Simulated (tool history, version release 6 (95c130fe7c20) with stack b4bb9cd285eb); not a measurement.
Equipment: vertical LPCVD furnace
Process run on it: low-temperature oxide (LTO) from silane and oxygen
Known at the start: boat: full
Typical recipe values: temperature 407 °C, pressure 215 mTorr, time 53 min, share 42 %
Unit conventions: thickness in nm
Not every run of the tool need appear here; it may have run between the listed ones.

run    hour  temperature  pressure  time  share  read-back reference wafer on the same gauge, thickness  thickness
  1       0          407       185    53     42                                                   514.9     489.86
  2    55.9          407       215    53     42                                                  514.42     570.44
  3   102.3          407       215    53     42                                                  515.69     574.49
  4   175.4          407       215    53     42                                                  514.76     565.36
  5   232.3          407       215    53     42                                                  514.94     572.07
  6   311.2          407       215    53     42                                                  515.33     576.69
  7   389.6          407       215    53     42                                                  514.76     571.75
      459.8  -- gauge calibrated
  8   463.1          407       215    53     42                                                   514.9     570.85
  9   551.5          407       215    53     42                                                  515.13     572.16
      625.6  -- silane flow controller replaced
 10   626.1          407       215    53     42                                                  514.94     576.69
 11   693.2          407       215    53     48                                                  515.33     653.12
 12   746.4          407       215    53     48                                                  515.12     654.91
 13  1048.7          407       185    53     42                                                  514.51     495.68
 14  1107.5          416       215    62     42                                                  515.23     740.38
 15  1185.8          400       245  58.5     47                                                  515.11     763.47
 16  1226.2          407       215    44     42                                                  515.04     482.51
 17  1327.1          412       235  69.5     42                                                  515.31     879.15
 18  1379.2          404       215    53     42                                                  514.91     562.46
 19  1433.8          407       215    43     42                                                  514.58     474.64
 20  1532.3          407       215    43     42                                                  515.41     474.64
     1638.1  -- thermocouples replaced and temperature profile calibrated
 21  1638.6          418       240    53     42                                                  514.85     705.71
 22  1904.7          415       215    53     42                                                   514.7     609.58
     1928.7  -- pressure gauge zeroed
 23  1950.9          407       215    53     39                                                  515.42     513.32
 24  2011.3          407       215    53     42                                                  515.11     564.83
 25  2209.1          407       170    53     35                                                  514.69     353.22
 26  2249.7          407       230    53     42                                                  514.59     603.01
 27  2322.6          414       215  73.5     42                                                  514.86     840.31
 28  2361.9          407       215  47.5     36                                                  515.25     421.74
 29  2417.6          412       240    53     42                                                  515.43     664.51
 30  2519.9          407       215    53     48                                                  515.03     644.77
 31    2594          411       215    53     42                                                  514.78     592.87
 32  2633.8          397       230  66.5     48                                                  514.75     784.43

The tool's hidden state at each run:
true pressure minus gauge reading, mTorr: 0 across all the runs
deviation of the silane flow from its setpoint, %: 0 across all the runs
gauge reads high (%): 0 across all the runs
H1: true tube temperature minus thermocouple reading, K
run      H1
  1    1.07
  2    1.14
  3     1.2
  4    1.29
  5    1.36
  6    1.47
  7    1.58
  8    1.69
  9    1.83
 10    1.95
 11    2.06
 12    2.15
 13     2.7
 14    2.82
 15    2.98
 16    3.06
 17    3.27
 18    3.39
 19    3.51
 20    3.73
 21  0.0882
 22   0.115
 23   0.124
 24    0.14
 25   0.209
 26   0.227
 27   0.262
 28   0.282
 29   0.313
 30   0.376
 31   0.427
 32   0.456
